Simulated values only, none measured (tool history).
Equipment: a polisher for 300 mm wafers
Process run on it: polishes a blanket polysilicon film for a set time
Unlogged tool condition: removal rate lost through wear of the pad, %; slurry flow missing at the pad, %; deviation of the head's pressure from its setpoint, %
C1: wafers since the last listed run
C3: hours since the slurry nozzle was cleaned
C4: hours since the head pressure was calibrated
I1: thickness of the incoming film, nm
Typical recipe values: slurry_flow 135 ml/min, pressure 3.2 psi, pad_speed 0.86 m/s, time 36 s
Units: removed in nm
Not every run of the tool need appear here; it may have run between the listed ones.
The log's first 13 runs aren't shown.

{"run": 14, "hour": 658.6, "slurry_flow": 100, "pressure": 3.2, "pad_speed": 0.7, "time": 36, "C1": 892, "wafers polished on this pad": 2584, "C3": 288.6, "C4": 409.5, "I1": 1046.6, "removed": 170.9}
{"hour": 689.5, "done": "slurry nozzle cleaned"}
{"run": 15, "hour": 695.5, "slurry_flow": 135, "pressure": 3.2, "pad_speed": 0.86, "time": 36, "C1": 475, "wafers polished on this pad": 3060, "C3": 6.0, "C4": 446.4, "I1": 1038.1, "removed": 215.1}
{"hour": 728.2, "done": "worn pad replaced by a new one"}
{"run": 16, "hour": 741.3, "slurry_flow": 90, "pressure": 3.6, "pad_speed": 0.6, "time": 46, "C1": 554, "wafers polished on this pad": 174, "C3": 51.8, "C4": 492.2, "I1": 1031.2, "removed": 220.9}
{"run": 17, "hour": 804.6, "slurry_flow": 135, "pressure": 3.2, "pad_speed": 0.86, "time": 36, "C1": 839, "wafers polished on this pad": 1013, "C3": 115.1, "C4": 555.5, "I1": 1053.3, "removed": 226.7}
{"run": 18, "hour": 833.7, "slurry_flow": 100, "pressure": 3.5, "pad_speed": 0.86, "time": 42, "C1": 385, "wafers polished on this pad": 1399, "C3": 144.2, "C4": 584.6, "I1": 1034.8, "removed": 261.0}
{"run": 19, "hour": 886.5, "slurry_flow": 135, "pressure": 3.2, "pad_speed": 0.86, "time": 36, "C1": 700, "wafers polished on this pad": 2099, "C3": 197.0, "C4": 637.4, "I1": 1039.7, "removed": 220.8}
{"run": 20, "hour": 930.7, "slurry_flow": 135, "pressure": 3.8, "pad_speed": 0.86, "time": 32, "C1": 586, "wafers polished on this pad": 2685, "C3": 241.2, "C4": 681.6, "I1": 1043.4, "removed": 230.6}
{"run": 21, "hour": 960.4, "slurry_flow": 135, "pressure": 3.2, "pad_speed": 0.86, "time": 36, "C1": 393, "wafers polished on this pad": 3079, "C3": 270.9, "C4": 711.3, "I1": 1019.8, "removed": 217.6}
{"hour": 1015.8, "done": "worn pad replaced by a new one"}
{"run": 22, "hour": 1028.5, "slurry_flow": 105, "pressure": 4.0, "pad_speed": 1.02, "time": 36, "C1": 849, "wafers polished on this pad": 167, "C3": 339.0, "C4": 779.4, "I1": 1050.7, "removed": 324.3}
{"hour": 1039.3, "done": "slurry nozzle cleaned"}
{"run": 23, "hour": 1099.6, "slurry_flow": 100, "pressure": 3.5, "pad_speed": 0.86, "time": 42, "C1": 929, "wafers polished on this pad": 1097, "C3": 60.3, "C4": 850.5, "I1": 1044.2, "removed": 266.1}
{"run": 24, "hour": 1165.6, "slurry_flow": 135, "pressure": 3.2, "pad_speed": 0.86, "time": 36, "C1": 875, "wafers polished on this pad": 1972, "C3": 126.3, "C4": 916.5, "I1": 1027.4, "removed": 224.0}
{"hour": 1184.3, "done": "head pressure recalibrated"}
{"run": 25, "hour": 1202.1, "slurry_flow": 160, "pressure": 3.2, "pad_speed": 1.02, "time": 36, "C1": 457, "wafers polished on this pad": 2429, "C3": 162.8, "C4": 17.8, "I1": 1039.2, "removed": 269.0}
{"run": 26, "hour": 1250.2, "slurry_flow": 175, "pressure": 3.2, "pad_speed": 0.86, "time": 36, "C1": 637, "wafers polished on this pad": 3067, "C3": 210.9, "C4": 65.9, "I1": 1026.5, "removed": 232.1}
{"hour": 1320.8, "done": "worn pad replaced by a new one"}
{"run": 27, "hour": 1321.3, "slurry_flow": 135, "pressure": 3.2, "pad_speed": 1.02, "time": 36, "C1": 889, "wafers polished on this pad": 6, "C3": 282.0, "C4": 137.0, "I1": 1023.6, "removed": 272.1}
{"hour": 1330.8, "done": "slurry nozzle cleaned"}
{"run": 28, "hour": 1367.9, "slurry_flow": 135, "pressure": 3.7, "pad_speed": 0.86, "time": 36, "C1": 604, "wafers polished on this pad": 611, "C3": 37.1, "C4": 183.6, "I1": 1056.1, "removed": 263.7}
{"run": 29, "hour": 1429.2, "slurry_flow": 135, "pressure": 3.8, "pad_speed": 1.1, "time": 44, "C1": 812, "wafers polished on this pad": 1424, "C3": 98.4, "C4": 244.9, "I1": 1042.9, "removed": 403.7}
{"run": 30, "hour": 1487.1, "slurry_flow": 155, "pressure": 3.9, "pad_speed": 1.12, "time": 24, "C1": 767, "wafers polished on this pad": 2191, "C3": 156.3, "C4": 302.8, "I1": 1032.7, "removed": 228.1}

Consider 5 possible next runs. They are alternatives, not a sequence: every one starts from the tool as it was left by run 30. What does each give?
{"run": "A", "hour": 1487.5, "slurry_flow": 135, "pressure": 3.2, "pad_speed": 0.86, "time": 36, "C1": 5, "wafers polished on this pad": 2197, "C3": 156.7, "C4": 303.2, "I1": 1033.6, "removed": "?"}
{"run": "B", "hour": 1487.5, "slurry_flow": 90, "pressure": 3.2, "pad_speed": 1.1, "time": 36, "C1": 5, "wafers polished on this pad": 2197, "C3": 156.7, "C4": 303.2, "I1": 1033.6, "removed": "?"}
{"run": "C", "hour": 1487.5, "slurry_flow": 135, "pressure": 2.8, "pad_speed": 0.62, "time": 42, "C1": 5, "wafers polished on this pad": 2197, "C3": 156.7, "C4": 303.2, "I1": 1033.6, "removed": "?"}
{"run": "D", "hour": 1487.5, "slurry_flow": 175, "pressure": 2.3, "pad_speed": 0.62, "time": 31, "C1": 5, "wafers polished on this pad": 2197, "C3": 156.7, "C4": 303.2, "I1": 1033.6, "removed": "?"}
{"run": "E", "hour": 1487.5, "slurry_flow": 105, "pressure": 2.2, "pad_speed": 0.62, "time": 31, "C1": 5, "wafers polished on this pad": 2197, "C3": 156.7, "C4": 303.2, "I1": 1033.6, "removed": "?"}

run=A removed=214.0
run=B removed=237.8
run=C removed=166.5
run=D removed=105.9
run=E removed=90.8
Had the tool no hidden state, the same runs would have come out as:
run=A removed=229.9
run=B removed=255.4
run=C removed=178.8
run=D removed=113.7
run=E removed=97.5
